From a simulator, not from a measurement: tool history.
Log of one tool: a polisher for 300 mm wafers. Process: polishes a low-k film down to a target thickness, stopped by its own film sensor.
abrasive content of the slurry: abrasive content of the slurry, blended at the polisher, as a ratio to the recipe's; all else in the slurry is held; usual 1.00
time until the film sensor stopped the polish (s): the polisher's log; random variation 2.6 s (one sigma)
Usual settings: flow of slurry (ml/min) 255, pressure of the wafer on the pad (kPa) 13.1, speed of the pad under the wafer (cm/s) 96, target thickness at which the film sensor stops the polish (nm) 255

| run | hour | flow of slurry (ml/min) | pressure of the wafer on the pad (kPa) | speed of the pad under the wafer (cm/s) | abrasive content of the slurry | target thickness at which the film sensor stops the polish (nm) | incoming thickness of the incoming film, nm | time until the film sensor stopped the polish (s) |
|---|---|---|---|---|---|---|---|---|
| 1 | 0.0 | 255 | 13.1 | 96 | 1.00 | 255 | 311.5 | 164.1 |
| 2 | 8.1 | 255 | 13.1 | 96 | 1.00 | 255 | 306.8 | 148.9 |
|  | 16.9 | conditioning disc replaced and pad reconditioned |
| 3 | 17.4 | 255 | 13.1 | 96 | 1.00 | 255 | 304.9 | 144.5 |
| 4 | 29.7 | 255 | 13.1 | 96 | 1.00 | 255 | 314.1 | 170.5 |
| 5 | 37.2 | 255 | 13.1 | 96 | 1.00 | 255 | 308.9 | 154.5 |
| 6 | 53.3 | 255 | 13.1 | 96 | 1.00 | 255 | 311.9 | 161.2 |
| 7 | 70.5 | 255 | 13.1 | 96 | 1.00 | 255 | 315.8 | 177.7 |
| 8 | 81.1 | 255 | 13.1 | 96 | 1.00 | 255 | 308.3 | 152.3 |
| 9 | 93.2 | 255 | 13.1 | 96 | 1.00 | 255 | 304.4 | 143.5 |
|  | 97.8 | worn pad replaced by a new one |
| 10 | 101.5 | 255 | 13.1 | 96 | 1.00 | 255 | 308.0 | 152.6 |
| 11 | 108.3 | 315 | 10.3 | 80 | 1.00 | 255 | 312.0 | 222.1 |
| 12 | 122.7 | 255 | 8.3 | 96 | 1.30 | 266 | 315.8 | 199.5 |
|  | 130.6 | head pressure recalibrated |
| 13 | 131.1 | 255 | 13.1 | 96 | 1.00 | 255 | 308.4 | 157.9 |
|  | 141.4 | slurry nozzle cleaned |
| 14 | 171.5 | 255 | 13.1 | 96 | 1.00 | 255 | 314.9 | 182.8 |
| 15 | 179.5 | 255 | 13.1 | 96 | 1.00 | 255 | 314.0 | 182.0 |
| 16 | 191.4 | 255 | 13.1 | 124 | 0.70 | 255 | 311.5 | 175.8 |
| 17 | 200.0 | 330 | 14.5 | 96 | 0.85 | 244 | 303.6 | 176.9 |
| 18 | 210.7 | 255 | 13.1 | 96 | 0.70 | 255 | 309.2 | 206.3 |
|  | 217.6 | conditioning disc replaced and pad reconditioned |
|  | 223.8 | slurry blender recalibrated |
| 19 | 227.4 | 255 | 13.1 | 96 | 1.00 | 255 | 311.1 | 169.3 |
| 20 | 235.7 | 255 | 13.1 | 96 | 1.00 | 255 | 311.3 | 175.2 |
| 21 | 245.0 | 290 | 17.2 | 110 | 0.90 | 255 | 309.1 | 116.9 |
|  | 252.9 | worn pad replaced by a new one |
| 22 | 258.6 | 335 | 11.7 | 122 | 1.00 | 255 | 308.4 | 150.4 |
| 23 | 275.2 | 255 | 13.1 | 96 | 1.00 | 255 | 313.9 | 183.5 |
| 24 | 282.2 | 255 | 13.1 | 96 | 1.25 | 255 | 309.9 | 149.0 |
| 25 | 290.8 | 255 | 13.1 | 96 | 1.00 | 255 | 309.4 | 166.4 |

Run 26 comes next. What will it give?
| 26 | 301.3 | 255 | 11.0 | 96 | 1.00 | 255 | 309.9 | ? |

Run 26 gave time until the film sensor stopped the polish (s) 194.4.
Without the tool's hidden state the same run would have given time until the film sensor stopped the polish (s) 199.1.
